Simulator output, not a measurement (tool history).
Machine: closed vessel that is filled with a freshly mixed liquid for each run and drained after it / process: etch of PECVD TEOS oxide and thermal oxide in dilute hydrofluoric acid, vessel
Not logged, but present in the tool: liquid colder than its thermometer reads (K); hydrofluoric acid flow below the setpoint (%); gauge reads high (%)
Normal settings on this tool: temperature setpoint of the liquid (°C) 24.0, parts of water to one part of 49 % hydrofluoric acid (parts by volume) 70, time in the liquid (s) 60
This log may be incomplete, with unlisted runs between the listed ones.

| run | hour | temperature setpoint of the liquid (°C) | parts of water to one part of 49 % hydrofluoric acid (parts by volume) | time in the liquid (s) | wafers since the last listed run | hours since the thermometer was replaced | hours since the hydrofluoric acid flow meter was replaced | hours since the gauge calibration | read-back film thickness of the PECVD TEOS oxide reference wafer, read on the same gauge (nm) | read-back film thickness of the thermal oxide reference wafer, read on the same gauge (nm) | thickness taken off the PECVD TEOS oxide on a monitor wafer (Å) | thickness taken off the thermal oxide on a monitor wafer (Å) |
|---|---|---|---|---|---|---|---|---|---|---|---|---|
| 1 | 0.0 | 24.0 | 70 | 60 | 0 | 303.2 | 263.9 | 1299.8 | 69.98 | 150.006 | 127.6 | 41.62 |
| 2 | 70.3 | 24.0 | 70 | 60 | 7068 | 373.5 | 334.2 | 1370.1 | 70.00 | 149.991 | 126.6 | 42.08 |
| 3 | 131.3 | 24.0 | 70 | 60 | 6133 | 434.5 | 395.2 | 1431.1 | 70.02 | 150.007 | 125.2 | 41.56 |
| 4 | 214.6 | 24.0 | 70 | 60 | 8375 | 517.8 | 478.5 | 1514.4 | 69.99 | 150.008 | 125.4 | 41.59 |
|  | 248.7 | thermometer replaced |
| 5 | 305.9 | 24.0 | 70 | 60 | 9079 | 57.2 | 569.8 | 1605.7 | 70.05 | 149.984 | 127.9 | 42.66 |
| 6 | 401.8 | 24.0 | 70 | 60 | 9642 | 153.1 | 665.7 | 1701.6 | 70.00 | 149.982 | 128.7 | 41.62 |
| 7 | 569.6 | 24.0 | 70 | 60 | 16871 | 320.9 | 833.5 | 1869.4 | 70.01 | 149.996 | 127.0 | 42.06 |
| 8 | 629.6 | 24.0 | 70 | 60 | 6032 | 380.9 | 893.5 | 1929.4 | 69.98 | 149.978 | 126.8 | 41.42 |
| 9 | 698.3 | 24.0 | 70 | 60 | 6907 | 449.6 | 962.2 | 1998.1 | 69.99 | 149.984 | 127.2 | 40.98 |
| 10 | 739.7 | 24.0 | 70 | 60 | 4162 | 491.0 | 1003.6 | 2039.5 | 70.00 | 150.014 | 125.9 | 40.80 |
|  | 820.6 | thermometer replaced |
|  | 820.6 | gauge calibrated |
|  | 825.5 | hydrofluoric acid flow meter replaced |
| 11 | 828.5 | 24.0 | 70 | 60 | 8727 | 7.9 | 3.0 | 7.9 | 69.97 | 150.026 | 128.3 | 42.76 |
| 12 | 875.8 | 27.5 | 90 | 60 | 4755 | 55.2 | 50.3 | 55.2 | 70.00 | 149.974 | 111.2 | 37.09 |
| 13 | 943.6 | 28.5 | 55 | 90 | 6817 | 123.0 | 118.1 | 123.0 | 70.07 | 149.982 | 299.3 | 98.46 |
| 14 | 998.1 | 24.0 | 70 | 60 | 5479 | 177.5 | 172.6 | 177.5 | 69.96 | 150.022 | 126.7 | 41.64 |
| 15 | 1079.6 | 22.0 | 85 | 45 | 8194 | 259.0 | 254.1 | 259.0 | 69.99 | 150.028 | 70.9 | 23.12 |
| 16 | 1149.6 | 24.0 | 40 | 40 | 7038 | 329.0 | 324.1 | 329.0 | 70.06 | 150.004 | 154.0 | 50.56 |
| 17 | 1220.0 | 25.5 | 80 | 75 | 7078 | 399.4 | 394.5 | 399.4 | 70.00 | 150.016 | 144.5 | 47.31 |
| 18 | 1322.1 | 29.0 | 70 | 60 | 10265 | 501.5 | 496.6 | 501.5 | 69.96 | 149.966 | 152.8 | 51.59 |
| 19 | 1372.2 | 25.5 | 80 | 75 | 5037 | 551.6 | 546.7 | 551.6 | 69.99 | 149.994 | 144.1 | 46.72 |
|  | 1396.7 | thermometer replaced |
| 20 | 1463.9 | 24.0 | 70 | 60 | 9119 | 67.2 | 638.4 | 643.3 | 70.02 | 149.957 | 128.3 | 42.01 |
| 21 | 1542.5 | 28.5 | 70 | 85 | 7903 | 145.8 | 717.0 | 721.9 | 70.00 | 149.994 | 215.3 | 71.66 |
| 22 | 1615.9 | 24.0 | 70 | 60 | 7380 | 219.2 | 790.4 | 795.3 | 70.04 | 150.024 | 128.7 | 41.94 |
| 23 | 1669.1 | 24.0 | 90 | 70 | 5349 | 272.4 | 843.6 | 848.5 | 70.00 | 150.038 | 113.3 | 36.68 |
| 24 | 1754.3 | 25.5 | 70 | 50 | 8566 | 357.6 | 928.8 | 933.7 | 69.96 | 149.993 | 112.3 | 36.64 |
| 25 | 1818.9 | 28.0 | 70 | 60 | 6495 | 422.2 | 993.4 | 998.3 | 69.96 | 150.003 | 147.6 | 48.54 |
|  | 1883.1 | hydrofluoric acid flow meter replaced |
|  | 1901.1 | thermometer replaced |
| 26 | 1922.1 | 24.0 | 70 | 60 | 10175 | 21.0 | 39.0 | 1101.5 | 69.99 | 149.957 | 129.2 | 41.22 |

List, for all runs, the conditions of the tool that the log does not record:
hydrofluoric acid flow below the setpoint (%): 0, the same for each run
gauge reads high (%): 0, the same for each run
H1: liquid colder than its thermometer reads (K)
| run | H1 |
|---|---|
| 1 | 0.448 |
| 2 | 0.547 |
| 3 | 0.633 |
| 4 | 0.75 |
| 5 | 0.16 |
| 6 | 0.295 |
| 7 | 0.532 |
| 8 | 0.616 |
| 9 | 0.713 |
| 10 | 0.772 |
| 11 | 0.0437 |
| 12 | 0.11 |
| 13 | 0.206 |
| 14 | 0.283 |
| 15 | 0.398 |
| 16 | 0.497 |
| 17 | 0.596 |
| 18 | 0.74 |
| 19 | 0.811 |
| 20 | 0.113 |
| 21 | 0.224 |
| 22 | 0.327 |
| 23 | 0.402 |
| 24 | 0.522 |
| 25 | 0.614 |
| 26 | 0.148 |
